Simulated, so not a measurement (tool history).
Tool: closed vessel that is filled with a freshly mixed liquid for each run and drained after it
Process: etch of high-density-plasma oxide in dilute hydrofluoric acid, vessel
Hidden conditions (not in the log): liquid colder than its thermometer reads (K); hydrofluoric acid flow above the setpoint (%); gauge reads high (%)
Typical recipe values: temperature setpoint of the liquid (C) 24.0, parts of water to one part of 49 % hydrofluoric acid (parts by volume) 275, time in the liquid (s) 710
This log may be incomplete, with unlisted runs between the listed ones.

| run | day | temperature setpoint of the liquid (C) | parts of water to one part of 49 % hydrofluoric acid (parts by volume) | time in the liquid (s) | wafers since the last listed run | hours since the thermometer was replaced | hours since the hydrofluoric acid flow meter was replaced | hours since the gauge calibration | read-back film thickness of the high-density-plasma oxide reference wafer, read on the same gauge (nm) | thickness taken off the high-density-plasma oxide on a monitor wafer (angstrom) |
|---|---|---|---|---|---|---|---|---|---|---|
| 1 | 0.000 | 24.0 | 185 | 710 | 0 | 1825.3 | 209.9 | 1458.8 | 70.01 | 313.7 |
|  | 1.721 | gauge calibrated |
| 2 | 2.196 | 24.0 | 185 | 710 | 2803 | 1878.0 | 262.6 | 11.4 | 70.00 | 317.1 |
| 3 | 4.729 | 23.0 | 275 | 710 | 3234 | 1938.8 | 323.4 | 72.2 | 69.99 | 193.5 |
| 4 | 11.358 | 23.0 | 275 | 710 | 8464 | 2097.9 | 482.5 | 231.3 | 70.00 | 197.2 |
|  | 12.167 | thermometer replaced |
| 5 | 12.742 | 23.0 | 275 | 710 | 1713 | 13.8 | 515.7 | 264.5 | 70.00 | 203.1 |
|  | 13.025 | hydrofluoric acid flow meter replaced |
| 6 | 15.700 | 24.0 | 275 | 420 | 3724 | 84.8 | 64.2 | 335.5 | 70.02 | 113.2 |
| 7 | 16.904 | 24.0 | 275 | 420 | 1537 | 113.7 | 93.1 | 364.4 | 69.96 | 113.8 |
| 8 | 19.808 | 21.5 | 385 | 710 | 3708 | 183.4 | 162.8 | 434.1 | 69.99 | 117.3 |
| 9 | 21.242 | 24.0 | 275 | 710 | 1830 | 217.8 | 197.2 | 468.5 | 70.01 | 196.4 |
| 10 | 23.092 | 24.0 | 275 | 1035 | 2362 | 262.2 | 241.6 | 512.9 | 70.04 | 287.8 |
| 11 | 25.725 | 27.0 | 275 | 400 | 3362 | 325.4 | 304.8 | 576.1 | 70.00 | 126.6 |
| 12 | 26.854 | 28.5 | 375 | 370 | 1441 | 352.5 | 331.9 | 603.2 | 69.99 | 82.4 |
| 13 | 28.912 | 24.0 | 275 | 710 | 2628 | 401.9 | 381.3 | 652.6 | 69.94 | 204.3 |
| 14 | 30.792 | 19.5 | 310 | 710 | 2399 | 447.0 | 426.4 | 697.7 | 70.03 | 153.7 |
| 15 | 33.679 | 19.5 | 310 | 710 | 3686 | 516.3 | 495.7 | 767.0 | 70.02 | 156.0 |
|  | 37.408 | hydrofluoric acid flow meter replaced |
| 16 | 40.404 | 24.0 | 195 | 710 | 8533 | 677.7 | 71.9 | 928.4 | 70.05 | 283.5 |
| 17 | 41.588 | 26.5 | 170 | 985 | 1510 | 706.1 | 100.3 | 956.8 | 70.01 | 514.1 |
| 18 | 43.208 | 19.5 | 275 | 710 | 2069 | 745.0 | 139.2 | 995.7 | 70.01 | 159.7 |
| 19 | 44.629 | 24.0 | 275 | 710 | 1814 | 779.1 | 173.3 | 1029.8 | 69.96 | 192.2 |
| 20 | 47.029 | 24.0 | 225 | 710 | 3064 | 836.7 | 230.9 | 1087.4 | 69.97 | 253.2 |
| 21 | 50.021 | 24.0 | 275 | 710 | 3819 | 908.5 | 302.7 | 1159.2 | 69.99 | 197.0 |
| 22 | 52.471 | 24.0 | 275 | 710 | 3128 | 967.3 | 361.5 | 1218.0 | 69.97 | 200.0 |
| 23 | 54.450 | 24.0 | 320 | 1085 | 2527 | 1014.8 | 409.0 | 1265.5 | 70.00 | 255.5 |
| 24 | 55.942 | 21.5 | 200 | 710 | 1904 | 1050.6 | 444.8 | 1301.3 | 70.00 | 273.4 |
| 25 | 57.154 | 25.5 | 275 | 1045 | 1548 | 1079.7 | 473.9 | 1330.4 | 70.03 | 317.4 |
| 26 | 59.662 | 23.0 | 275 | 710 | 3202 | 1139.9 | 534.1 | 1390.6 | 70.05 | 200.2 |
|  | 60.662 | hydrofluoric acid flow meter replaced |
| 27 | 61.908 | 24.0 | 230 | 330 | 2814 | 1193.8 | 29.9 | 1444.5 | 70.01 | 106.1 |
| 28 | 63.421 | 24.0 | 275 | 710 | 1931 | 1230.1 | 66.2 | 1480.8 | 69.98 | 181.7 |
|  | 64.658 | gauge calibrated |
| 29 | 65.217 | 24.0 | 275 | 710 | 2292 | 1273.2 | 109.3 | 13.4 | 69.97 | 186.7 |
| 30 | 66.267 | 27.0 | 340 | 430 | 1340 | 1298.4 | 134.5 | 38.6 | 69.97 | 94.9 |
| 31 | 70.917 | 28.5 | 165 | 710 | 5937 | 1410.0 | 246.1 | 150.2 | 70.00 | 423.9 |

4 options for the next run, each taken on its own from the tool as it stands now. Forecast them:
| A | 70.950 | 24.0 | 275 | 1000 | 42 | 1410.8 | 246.9 | 151.0 | ? | ? |
| B | 70.950 | 24.0 | 230 | 710 | 42 | 1410.8 | 246.9 | 151.0 | ? | ? |
| C | 70.950 | 21.0 | 275 | 1115 | 42 | 1410.8 | 246.9 | 151.0 | ? | ? |
| D | 70.950 | 24.0 | 275 | 545 | 42 | 1410.8 | 246.9 | 151.0 | ? | ? |

| run | read-back film thickness of the high-density-plasma oxide reference wafer, read on the same gauge (nm) | thickness taken off the high-density-plasma oxide on a monitor wafer (angstrom) |
|---|---|---|
| A | 69.96 | 264.4 |
| B | 69.96 | 234.4 |
| C | 69.96 | 264.2 |
| D | 69.96 | 144.1 |
Without the tool's hidden state the same runs would have given:
| run | thickness taken off the high-density-plasma oxide on a monitor wafer (angstrom) |
|---|---|
| A | 255.3 |
| B | 226.9 |
| C | 255.6 |
| D | 139.1 |
